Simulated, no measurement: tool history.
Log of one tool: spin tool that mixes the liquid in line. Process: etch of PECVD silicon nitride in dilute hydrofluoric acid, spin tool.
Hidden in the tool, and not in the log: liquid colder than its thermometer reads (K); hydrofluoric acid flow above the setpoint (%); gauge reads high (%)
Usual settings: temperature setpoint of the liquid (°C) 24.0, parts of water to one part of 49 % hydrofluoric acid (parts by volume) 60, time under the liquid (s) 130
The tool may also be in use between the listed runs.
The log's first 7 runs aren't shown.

run	hour	temperature setpoint of the liquid (°C)	parts of water to one part of 49 % hydrofluoric acid (parts by volume)	time under the liquid (s)	wafers since the last listed run	hours since the thermometer was replaced	hours since the hydrofluoric acid flow meter was replaced	hours since the gauge calibration	read-back film thickness of the PECVD silicon nitride reference wafer, read on the same gauge (nm)	thickness taken off the PECVD silicon nitride on a monitor wafer (angstrom)
8	342.6	21.0	60	130	389	1254.5	1246.8	87.0	110.02	110.6
9	420.6	24.0	60	130	532	1332.5	1324.8	165.0	110.01	137.4
10	483.1	24.0	60	130	426	1395.0	1387.3	227.5	109.99	135.3
11	522.4	26.0	40	130	268	1434.3	1426.6	266.8	110.00	232.0
12	550.2	20.5	85	175	189	1462.1	1454.4	294.6	109.99	104.3
# hour 610.6: hydrofluoric acid flow meter replaced
13	620.9	24.0	60	130	475	1532.8	10.3	365.3	110.01	129.3
14	675.9	24.0	35	130	375	1587.8	65.3	420.3	109.99	220.8
15	723.7	26.0	45	50	326	1635.6	113.1	468.1	109.99	75.6
16	769.9	24.0	60	130	315	1681.8	159.3	514.3	109.98	132.0
17	825.5	25.5	60	50	379	1737.4	214.9	569.9	110.01	55.6
18	854.5	24.0	60	130	197	1766.4	243.9	598.9	110.02	130.2
19	878.6	24.0	90	200	164	1790.5	268.0	623.0	109.98	136.1
# hour 899.7: thermometer replaced
20	948.0	24.0	85	130	466	48.3	337.4	692.4	110.01	92.8
21	994.5	25.5	60	130	317	94.8	383.9	738.9	110.00	144.2
22	1036.6	24.0	60	130	287	136.9	426.0	781.0	109.98	130.4
23	1086.4	25.5	80	70	339	186.7	475.8	830.8	110.00	58.8
24	1130.3	24.0	60	130	299	230.6	519.7	874.7	109.98	132.2
25	1199.9	24.0	60	130	475	300.2	589.3	944.3	110.00	130.8
26	1225.7	24.0	85	130	176	326.0	615.1	970.1	110.02	93.2
27	1333.2	24.0	70	130	733	433.5	722.6	1077.6	110.00	114.3
28	1393.1	24.0	30	60	408	493.4	782.5	1137.5	110.00	121.8
29	1427.2	26.5	60	170	232	527.5	816.6	1171.6	110.02	204.9
30	1481.1	19.5	60	130	367	581.4	870.5	1225.5	109.98	98.3
31	1547.9	24.0	60	105	455	648.2	937.3	1292.3	110.00	107.1
32	1589.1	24.0	80	65	281	689.4	978.5	1333.5	110.02	50.4

Forecast each of these 4 alternatives for the next run:
A	1589.6	24.0	60	130	3	689.9	979.0	1334.0	?	?
B	1589.6	25.5	80	55	3	689.9	979.0	1334.0	?	?
C	1589.6	28.0	60	185	3	689.9	979.0	1334.0	?	?
D	1589.6	21.5	60	130	3	689.9	979.0	1334.0	?	?

run	read-back film thickness of the PECVD silicon nitride reference wafer, read on the same gauge (nm)	thickness taken off the PECVD silicon nitride on a monitor wafer (angstrom)
A	109.99	132.5
B	109.99	46.7
C	109.99	245.8
D	109.99	111.9
Without the tool's hidden state the same runs would have given:
run	thickness taken off the PECVD silicon nitride on a monitor wafer (angstrom)
A	128.8
B	45.3
C	238.7
D	108.7
